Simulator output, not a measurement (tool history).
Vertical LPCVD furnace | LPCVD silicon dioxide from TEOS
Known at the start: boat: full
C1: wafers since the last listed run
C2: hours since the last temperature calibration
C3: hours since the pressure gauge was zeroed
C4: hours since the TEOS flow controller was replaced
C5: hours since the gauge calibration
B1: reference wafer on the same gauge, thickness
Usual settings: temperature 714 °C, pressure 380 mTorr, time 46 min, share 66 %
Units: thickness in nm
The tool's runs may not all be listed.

Run 1, hour 0: usual settings; C1 0; C2 1010; C3 3064.2; C4 2967.4; C5 2147.9; B1 611.62. Result: thickness 538.6 nm.
Run 2, hour 25: usual settings but temperature 717 °C, share 63 %; C1 494; C2 1035; C3 3089.2; C4 2992.4; C5 2172.9; B1 613.54. Result: thickness 564.09 nm.
Run 3, hour 69.6: usual settings but pressure 435 mTorr; C1 881; C2 1079.6; C3 3133.8; C4 3037; C5 2217.5; B1 613.52. Result: thickness 577.43 nm.
Run 4, hour 118.3: usual settings; C1 962; C2 1128.3; C3 3182.5; C4 3085.7; C5 2266.2; B1 612.18. Result: thickness 538.18 nm.
Run 5, hour 189.9: usual settings; C1 1414; C2 1199.9; C3 3254.1; C4 3157.3; C5 2337.8; B1 613.91. Result: thickness 542.74 nm.
Run 6, hour 220.8: usual settings; C1 610; C2 1230.8; C3 3285; C4 3188.2; C5 2368.7; B1 613.09. Result: thickness 538.69 nm.
At hour 296.9: pressure gauge zeroed.
Run 7, hour 297.4: usual settings; C1 1039; C2 1307.4; C3 0.5; C4 3264.8; C5 2445.3; B1 614.95. Result: thickness 538.64 nm.
At hour 349.7: TEOS flow controller replaced.
Run 8, hour 350.2: usual settings but temperature 709 °C, pressure 305 mTorr; C1 569; C2 1360.2; C3 53.3; C4 0.5; C5 2498.1; B1 614.79. Result: thickness 433.72 nm.
Run 9, hour 372.6: usual settings but pressure 290 mTorr, time 31.5 min; C1 442; C2 1382.6; C3 75.7; C4 22.9; C5 2520.5; B1 614.31. Result: thickness 326.08 nm.
Run 10, hour 416.3: usual settings but pressure 325 mTorr, time 39 min, share 77 %; C1 863; C2 1426.3; C3 119.4; C4 66.6; C5 2564.2; B1 614.86. Result: thickness 459.21 nm.
Run 11, hour 485.8: usual settings; C1 1373; C2 1495.8; C3 188.9; C4 136.1; C5 2633.7; B1 614.77. Result: thickness 541.12 nm.
Run 12, hour 543.6: usual settings but temperature 719 °C, pressure 420 mTorr, time 38.5 min; C1 1142; C2 1553.6; C3 246.7; C4 193.9; C5 2691.5; B1 616.57. Result: thickness 535.29 nm.
Run 13, hour 605.1: usual settings; C1 1215; C2 1615.1; C3 308.2; C4 255.4; C5 2753; B1 617.81. Result: thickness 543.64 nm.
Run 14, hour 640.9: usual settings; C1 707; C2 1650.9; C3 344; C4 291.2; C5 2788.8; B1 616.84. Result: thickness 546.04 nm.
Run 15, hour 680.7: usual settings but temperature 718 °C, pressure 310 mTorr, time 59 min; C1 786; C2 1690.7; C3 383.8; C4 331; C5 2828.6; B1 618.7. Result: thickness 689.19 nm.
Run 16, hour 738.9: usual settings; C1 1150; C2 1748.9; C3 442; C4 389.2; C5 2886.8; B1 618.08. Result: thickness 547.37 nm.
At hour 775.9: thermocouples replaced and temperature profile calibrated.
At hour 785.5: gauge calibrated.
Run 17, hour 890.4: usual settings but pressure 295 mTorr; C1 2519; C2 114.5; C3 593.5; C4 540.7; C5 104.9; B1 599.28. Result: thickness 466.16 nm.
Run 18, hour 957.3: usual settings but pressure 350 mTorr, time 41.5 min; C1 1322; C2 181.4; C3 660.4; C4 607.6; C5 171.8; B1 599.68. Result: thickness 461.86 nm.
Run 19, hour 1002: usual settings but temperature 718 °C; C1 883; C2 226.1; C3 705.1; C4 652.3; C5 216.5; B1 600.11. Result: thickness 578.4 nm.
Run 20, hour 1040.1: usual settings but pressure 340 mTorr, time 32.5 min; C1 752; C2 264.2; C3 743.2; C4 690.4; C5 254.6; B1 599.85. Result: thickness 354.06 nm.
Run 21, hour 1066.6: usual settings; C1 523; C2 290.7; C3 769.7; C4 716.9; C5 281.1; B1 600.79. Result: thickness 530.07 nm.
Run 22, hour 1100.9: usual settings but pressure 355 mTorr, share 62 %; C1 677; C2 325; C3 804; C4 751.2; C5 315.4; B1 600.47. Result: thickness 497.14 nm.
Run 23, hour 1146.2: usual settings; C1 895; C2 370.3; C3 849.3; C4 796.5; C5 360.7; B1 600.59. Result: thickness 528.89 nm.
Run 24, hour 1186.9: usual settings; C1 804; C2 411; C3 890; C4 837.2; C5 401.4; B1 600.45. Result: thickness 529.1 nm.
Run 25, hour 1243.8: usual settings but temperature 722 °C, pressure 345 mTorr, share 58 %; C1 1124; C2 467.9; C3 946.9; C4 894.1; C5 458.3; B1 600.6. Result: thickness 565.15 nm.
Run 26, hour 1275.7: usual settings but pressure 335 mTorr; C1 630; C2 499.8; C3 978.8; C4 926; C5 490.2; B1 602.14. Result: thickness 499.44 nm.
Run 27, hour 1408.9: usual settings but pressure 290 mTorr, time 31.5 min; C1 2632; C2 633; C3 1112; C4 1059.2; C5 623.4; B1 601.19. Result: thickness 317.9 nm.
Run 28, hour 1475.5: usual settings but time 60.5 min; C1 1316; C2 699.6; C3 1178.6; C4 1125.8; C5 690; B1 601.1. Result: thickness 702.28 nm.
Run 29, hour 1535.5: usual settings; C1 1185; C2 759.6; C3 1238.6; C4 1185.8; C5 750; B1 600.36. Result: thickness 531.54 nm.
Run 30, hour 1597.5: usual settings but pressure 405 mTorr; C1 1225; C2 821.6; C3 1300.6; C4 1247.8; C5 812; B1 600.84. Result: thickness 550.27 nm.

Some steps in thickness between neighbouring runs. How much of each would the tool show without its hidden state too (settings, what came in, random variation), and how much is left for the hidden state, with any gauge scatter that isn't in both results?
The hidden state here: true tube temperature minus thermocouple reading, K; true pressure minus gauge reading, mTorr; deviation of the TEOS flow from its setpoint, %; gauge reads high (%).
Run 14 -> 15: temperature 714 -> 718, pressure 380 -> 310, time 46 -> 59. thickness +143.15 nm: hidden state +4.06, all else +139.09.
Run 15 -> 16: temperature 718 -> 714, pressure 310 -> 380, time 59 -> 46. thickness -141.82 nm: hidden state -3.16, all else -138.66.
Run 16 -> 17: pressure 380 -> 295, thermocouples replaced and temperature profile calibrated, gauge calibrated. thickness -81.21 nm: hidden state -15.96, all else -65.25.
Run 19 -> 20: temperature 718 -> 714, pressure 380 -> 340, time 46 -> 32.5. thickness -224.34 nm: hidden state +0.6, all else -224.94.
Run 26 -> 27: pressure 335 -> 290, time 46 -> 31.5. thickness -181.54 nm: hidden state +0.51, all else -182.05.
Run 27 -> 28: pressure 290 -> 380, time 31.5 -> 60.5. thickness +384.38 nm: hidden state -0.42, all else +384.8.
